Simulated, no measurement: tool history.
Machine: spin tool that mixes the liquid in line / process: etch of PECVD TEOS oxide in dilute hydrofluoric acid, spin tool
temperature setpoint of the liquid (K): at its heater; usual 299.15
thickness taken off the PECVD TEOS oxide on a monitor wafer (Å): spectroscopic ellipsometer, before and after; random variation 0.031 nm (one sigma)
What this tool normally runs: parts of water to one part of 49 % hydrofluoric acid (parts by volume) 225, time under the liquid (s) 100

run,hour,temperature setpoint of the liquid (K),parts of water to one part of 49 % hydrofluoric acid (parts by volume),time under the liquid (s),"read-back film thickness of the PECVD TEOS oxide reference wafer, read on the same gauge (nm)",thickness taken off the PECVD TEOS oxide on a monitor wafer (Å)
1,0,302.65,225,100,29.99,72.5
2,16.4,302.65,225,100,30,72.8
3,25.6,299.15,225,80,29.99,51.8
4,33.3,299.15,225,80,30,51.6
5,39.6,295.65,225,125,29.98,71.5
6,48.4,295.65,225,125,29.95,72.1
7,58.8,299.15,225,100,30.01,64.6
8,75.5,299.15,225,100,29.97,65.2
9,82.9,299.15,225,100,30.04,64.6
10,96.3,299.15,225,85,30.01,54.7
11,113.1,299.15,225,85,30,55
12,127.5,297.15,225,100,30.01,60.3
13,139.9,297.15,225,100,30.02,60.5
# hour 145.5: thermometer replaced
14,155.4,299.15,225,60,29.97,35.5
15,168.6,296.65,150,150,30.02,134.2
# hour 172: gauge calibrated
16,177.7,299.15,225,100,30.01,59.2
17,185.9,300.65,195,70,29.95,52.9
18,193.3,299.15,290,80,29.99,34
19,199.3,295.65,225,120,30,62.8
20,212.2,296.65,325,60,30.01,20.3
21,222.4,301.15,140,155,29.98,177.4
22,228.6,299.15,225,100,30,59.5
23,235.7,295.65,225,100,30.02,52.8
# hour 239.4: hydrofluoric acid flow meter replaced
24,257.9,299.15,275,100,29.97,54.6
25,274.9,299.15,295,100,30,49.7
26,292.6,301.65,190,145,30,137.2
27,304.6,301.65,180,150,29.97,151.6

What the log doesn't show, run by run:
gauge reads high (%): 0 across all the runs
H1: liquid hotter than its thermometer reads (K)
H2: hydrofluoric acid flow below the setpoint (%)
run,H1,H2
1,2.24,12.4
2,2.29,12.4
3,2.32,12.5
4,2.35,12.5
5,2.37,12.6
6,2.4,12.6
7,2.44,12.7
8,2.49,12.8
9,2.52,12.8
10,2.56,12.9
11,2.62,13
12,2.67,13
13,2.71,13.1
14,0.114,13.2
15,0.158,13.3
16,0.189,13.3
17,0.217,13.4
18,0.242,13.4
19,0.262,13.4
20,0.305,13.5
21,0.34,13.6
22,0.36,13.6
23,0.384,13.6
24,0.459,1.65
25,0.516,1.75
26,0.576,1.84
27,0.616,1.91
